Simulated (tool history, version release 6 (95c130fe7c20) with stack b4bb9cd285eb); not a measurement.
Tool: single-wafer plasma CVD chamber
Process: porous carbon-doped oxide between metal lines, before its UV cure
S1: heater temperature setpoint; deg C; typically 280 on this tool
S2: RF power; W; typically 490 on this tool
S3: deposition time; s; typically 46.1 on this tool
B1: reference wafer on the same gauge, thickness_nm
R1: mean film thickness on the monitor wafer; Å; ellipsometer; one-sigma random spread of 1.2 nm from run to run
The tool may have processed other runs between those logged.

{"run": 1, "hour": 0.0, "S1": 280, "S2": 490, "S3": 46.1, "B1": 275.143, "R1": 2648.08}
{"hour": 4.1, "done": "gauge calibrated"}
{"run": 2, "hour": 82.4, "S1": 280, "S2": 490, "S3": 46.1, "B1": 274.879, "R1": 2650.52}
{"run": 3, "hour": 147.7, "S1": 280, "S2": 490, "S3": 46.1, "B1": 275.03, "R1": 2642.21}
{"run": 4, "hour": 196.4, "S1": 280, "S2": 490, "S3": 40.6, "B1": 275.13, "R1": 2339.24}
{"run": 5, "hour": 262.6, "S1": 280, "S2": 490, "S3": 40.6, "B1": 274.784, "R1": 2310.05}
{"run": 6, "hour": 337.5, "S1": 280, "S2": 440, "S3": 46.1, "B1": 274.968, "R1": 2411.84}
{"hour": 368.4, "done": "showerhead replaced"}
{"run": 7, "hour": 423.5, "S1": 280, "S2": 490, "S3": 46.1, "B1": 274.703, "R1": 2645.45}
{"run": 8, "hour": 528.5, "S1": 280, "S2": 490, "S3": 46.1, "B1": 274.763, "R1": 2616.44}
{"run": 9, "hour": 572.8, "S1": 275, "S2": 490, "S3": 53.2, "B1": 274.854, "R1": 3137.95}
{"run": 10, "hour": 661.5, "S1": 290, "S2": 490, "S3": 38.1, "B1": 274.887, "R1": 2017.13}
{"hour": 677.9, "done": "thermocouple changed; heater temperature recalibrated"}
{"run": 11, "hour": 748.8, "S1": 280, "S2": 490, "S3": 49.3, "B1": 274.909, "R1": 2776.44}
{"run": 12, "hour": 831.3, "S1": 280, "S2": 490, "S3": 46.1, "B1": 275.033, "R1": 2592.86}
{"run": 13, "hour": 898.5, "S1": 280, "S2": 580, "S3": 46.1, "B1": 274.878, "R1": 2908.46}
{"run": 14, "hour": 944.3, "S1": 280, "S2": 490, "S3": 46.1, "B1": 274.812, "R1": 2615.53}
{"run": 15, "hour": 1006.3, "S1": 287, "S2": 490, "S3": 41.9, "B1": 274.856, "R1": 2256.98}
{"hour": 1017.8, "done": "RF generator calibrated"}
{"run": 16, "hour": 1090.5, "S1": 280, "S2": 490, "S3": 46.1, "B1": 275.1, "R1": 2664.55}
{"run": 17, "hour": 1169.0, "S1": 280, "S2": 490, "S3": 46.1, "B1": 275.237, "R1": 2657.4}
{"run": 18, "hour": 1207.6, "S1": 289, "S2": 490, "S3": 46.1, "B1": 274.865, "R1": 2500.64}
{"run": 19, "hour": 1312.7, "S1": 289, "S2": 490, "S3": 46.1, "B1": 274.972, "R1": 2477.05}
{"run": 20, "hour": 1402.0, "S1": 280, "S2": 490, "S3": 51.8, "B1": 275.135, "R1": 2947.6}
{"run": 21, "hour": 1483.8, "S1": 280, "S2": 450, "S3": 46.1, "B1": 274.667, "R1": 2435.74}
{"run": 22, "hour": 1523.5, "S1": 275, "S2": 585, "S3": 50.0, "B1": 275.219, "R1": 3314.88}
{"run": 23, "hour": 1603.3, "S1": 276, "S2": 585, "S3": 39.3, "B1": 274.887, "R1": 2627.27}
{"run": 24, "hour": 1666.1, "S1": 266, "S2": 530, "S3": 46.1, "B1": 274.879, "R1": 3067.24}
{"run": 25, "hour": 1758.1, "S1": 280, "S2": 490, "S3": 46.1, "B1": 275.191, "R1": 2603.49}
{"run": 26, "hour": 1816.4, "S1": 289, "S2": 430, "S3": 46.1, "B1": 274.942, "R1": 2175.67}
{"run": 27, "hour": 1852.9, "S1": 289, "S2": 490, "S3": 46.1, "B1": 274.925, "R1": 2443.13}
{"run": 28, "hour": 1937.3, "S1": 285, "S2": 490, "S3": 49.7, "B1": 274.965, "R1": 2700.51}
{"run": 29, "hour": 1983.7, "S1": 291, "S2": 490, "S3": 46.1, "B1": 275.17, "R1": 2413.1}
{"hour": 2039.2, "done": "RF generator calibrated"}
{"run": 30, "hour": 2043.4, "S1": 280, "S2": 490, "S3": 53.1, "B1": 275.005, "R1": 3100.81}
{"run": 31, "hour": 2321.5, "S1": 275, "S2": 435, "S3": 50.5, "B1": 275.056, "R1": 2725.96}
{"run": 32, "hour": 2429.3, "S1": 274, "S2": 395, "S3": 54.2, "B1": 274.996, "R1": 2688.76}
{"run": 33, "hour": 2532.9, "S1": 280, "S2": 490, "S3": 46.1, "B1": 275.085, "R1": 2604.18}

Forecast each of these 5 alternatives for the next run:
{"run": "A", "hour": 2533.3, "S1": 280, "S2": 490, "S3": 46.1, "B1": "?", "R1": "?"}
{"run": "B", "hour": 2533.3, "S1": 280, "S2": 410, "S3": 46.1, "B1": "?", "R1": "?"}
{"run": "C", "hour": 2533.3, "S1": 280, "S2": 400, "S3": 51.7, "B1": "?", "R1": "?"}
{"run": "D", "hour": 2533.3, "S1": 280, "S2": 430, "S3": 37.2, "B1": "?", "R1": "?"}
{"run": "E", "hour": 2533.3, "S1": 280, "S2": 490, "S3": 48.7, "B1": "?", "R1": "?"}

run=A B1=274.997 R1=2636.41
run=B B1=274.997 R1=2270.65
run=C B1=274.997 R1=2484.99
run=D B1=274.997 R1=1918.80
run=E B1=274.997 R1=2781.80
Without the tool's hidden state the same runs would have given:
run=A R1=2719.64
run=B R1=2353.30
run=C R1=2577.28
run=D R1=1988.64
run=E R1=2869.63

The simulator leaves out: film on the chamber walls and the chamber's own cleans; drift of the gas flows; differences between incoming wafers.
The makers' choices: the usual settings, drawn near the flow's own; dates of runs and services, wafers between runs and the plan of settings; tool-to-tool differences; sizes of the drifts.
